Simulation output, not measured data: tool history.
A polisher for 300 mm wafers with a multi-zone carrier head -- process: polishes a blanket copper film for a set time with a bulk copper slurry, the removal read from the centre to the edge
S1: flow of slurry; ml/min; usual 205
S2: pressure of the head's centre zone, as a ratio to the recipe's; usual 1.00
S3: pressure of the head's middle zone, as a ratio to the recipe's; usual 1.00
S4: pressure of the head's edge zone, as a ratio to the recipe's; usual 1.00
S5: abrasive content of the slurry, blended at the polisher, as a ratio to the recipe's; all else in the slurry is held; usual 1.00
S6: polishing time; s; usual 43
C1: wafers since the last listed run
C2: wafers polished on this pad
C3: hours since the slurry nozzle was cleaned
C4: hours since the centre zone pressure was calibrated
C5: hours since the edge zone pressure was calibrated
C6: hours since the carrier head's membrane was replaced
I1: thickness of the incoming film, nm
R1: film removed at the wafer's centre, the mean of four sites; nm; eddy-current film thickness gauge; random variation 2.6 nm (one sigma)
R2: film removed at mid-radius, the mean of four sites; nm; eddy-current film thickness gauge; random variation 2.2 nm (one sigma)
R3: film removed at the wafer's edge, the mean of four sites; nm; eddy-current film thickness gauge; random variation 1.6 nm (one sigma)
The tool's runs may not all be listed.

run     day   S1    S2    S3    S4    S5  S6   C1    C2     C3     C4     C5     C6      I1     R1     R2     R3
  1   0.000  205  1.00  1.00  0.91  1.00  35    0   214  276.2  638.9  813.4  770.8  4344.0  223.2  207.9  194.1
  2   1.517  205  1.00  1.00  0.91  1.00  35  498   713  312.6  675.3  849.8  807.2  4417.7  217.9  202.2  191.2
  3   1.875  205  0.96  1.00  1.00  1.00  43  117   830  321.2  683.9  858.4  815.8  4320.4  259.2  250.7  241.8
  4   2.225  205  1.00  1.00  1.00  1.00  54  115   946  329.6  692.3  866.8  824.2  4339.4  333.1  313.9  303.0
      3.454  -- worn pad replaced by a new one
  5   3.721  205  1.00  1.00  1.00  1.10  54  437    87  365.5  728.2  902.7  860.1  4348.5  349.2  324.4  322.2
  6   4.300  205  1.00  1.00  1.00  1.00  43  190   277  379.4  742.1  916.6  874.0  4322.7  273.1  255.8  249.4
  7   4.767  205  1.00  1.00  1.10  1.20  31  153   431  390.6  753.3  927.8  885.2  4356.2  200.7  188.2  190.4
  8   5.029  205  1.00  1.00  1.00  1.00  43   86   517  396.9  759.6  934.1  891.5  4342.6  268.4  249.7  248.6
      5.517  -- slurry nozzle cleaned
  9   5.633  180  0.96  1.05  1.00  0.85  43  185   702    2.8  774.1  948.6  906.0  4439.2  245.9  247.8  235.0
 10   5.988  205  1.00  1.00  1.00  1.00  43  116   819   11.3  782.6  957.1  914.5  4355.2  268.5  249.9  244.9
      6.392  -- edge zone pressure recalibrated
 11   6.521  205  1.00  1.04  0.88  1.00  38  148   967   24.1  795.4    3.1  927.3  4329.6  240.8  224.5  203.2
 12   7.054  205  1.00  1.04  0.93  0.85  39  175  1142   36.9  808.2   15.9  940.1  4335.5  233.0  225.4  202.0
      7.400  -- centre zone pressure recalibrated
      7.471  -- worn pad replaced by a new one
 13   7.504  205  1.00  1.00  1.00  1.00  43   97    11   47.7    2.5   26.7  950.9  4304.1  250.3  252.1  252.5
 14   7.938  205  1.00  1.00  1.00  0.90  34  142   153   58.1   12.9   37.1  961.3  4383.0  194.8  198.3  196.7
      8.208  -- carrier head's membrane replaced by a new one
 15   8.646  205  1.00  1.00  1.00  1.00  43  164   318   75.1   29.9   54.1   10.5  4340.2  253.6  258.6  248.9
 16  10.000  165  1.00  1.00  1.00  1.00  43  445   763  107.6   62.4   86.6   43.0  4345.8  239.0  240.7  237.3
 17  10.429  205  0.89  1.09  1.05  1.00  54  141   904  117.9   72.7   96.9   53.3  4455.2  279.6  326.9  310.2
     10.829  -- worn pad replaced by a new one
 18  10.850  205  1.00  1.00  1.00  1.00  43   83     6  128.0   82.8  107.0   63.4  4266.4  264.9  255.4  253.0
 19  11.508  255  1.00  1.00  1.00  0.70  43  216   222  143.8   98.6  122.8   79.2  4339.4  256.4  249.6  246.6
 20  11.950  205  1.00  0.89  1.00  1.00  43  145   368  154.4  109.2  133.4   89.8  4340.9  259.2  231.1  247.9
 21  12.358  205  1.00  1.00  1.00  1.00  43  134   502  164.2  119.0  143.2   99.6  4356.4  261.0  249.4  248.3

What if the next run were any one of these 4? Each begins from the tool's condition after run 21:
  A  12.375  205  1.00  1.00  1.00  1.00  43   5  507  164.6  119.4  143.6  100.0  4335.3   ?   ?   ?
  B  12.375  170  1.00  1.00  1.00  1.00  43   5  507  164.6  119.4  143.6  100.0  4335.3   ?   ?   ?
  C  12.375  235  1.00  1.00  0.91  0.85  39   5  507  164.6  119.4  143.6  100.0  4335.3   ?   ?   ?
  D  12.375  205  1.07  1.00  1.00  1.00  43   5  507  164.6  119.4  143.6  100.0  4335.3   ?   ?   ?

run     R1     R2     R3
  A  256.2  252.0  246.8
  B  247.0  243.9  241.0
  C  231.7  227.5  212.0
  D  274.2  251.9  246.8
The same runs, with their run-to-run variation unchanged, on a tool lacking any hidden condition would have given:
run     R1     R2     R3
  A  252.9  257.7  252.4
  B  243.8  249.4  246.4
  C  228.7  232.6  216.8
  D  270.7  257.6  252.4
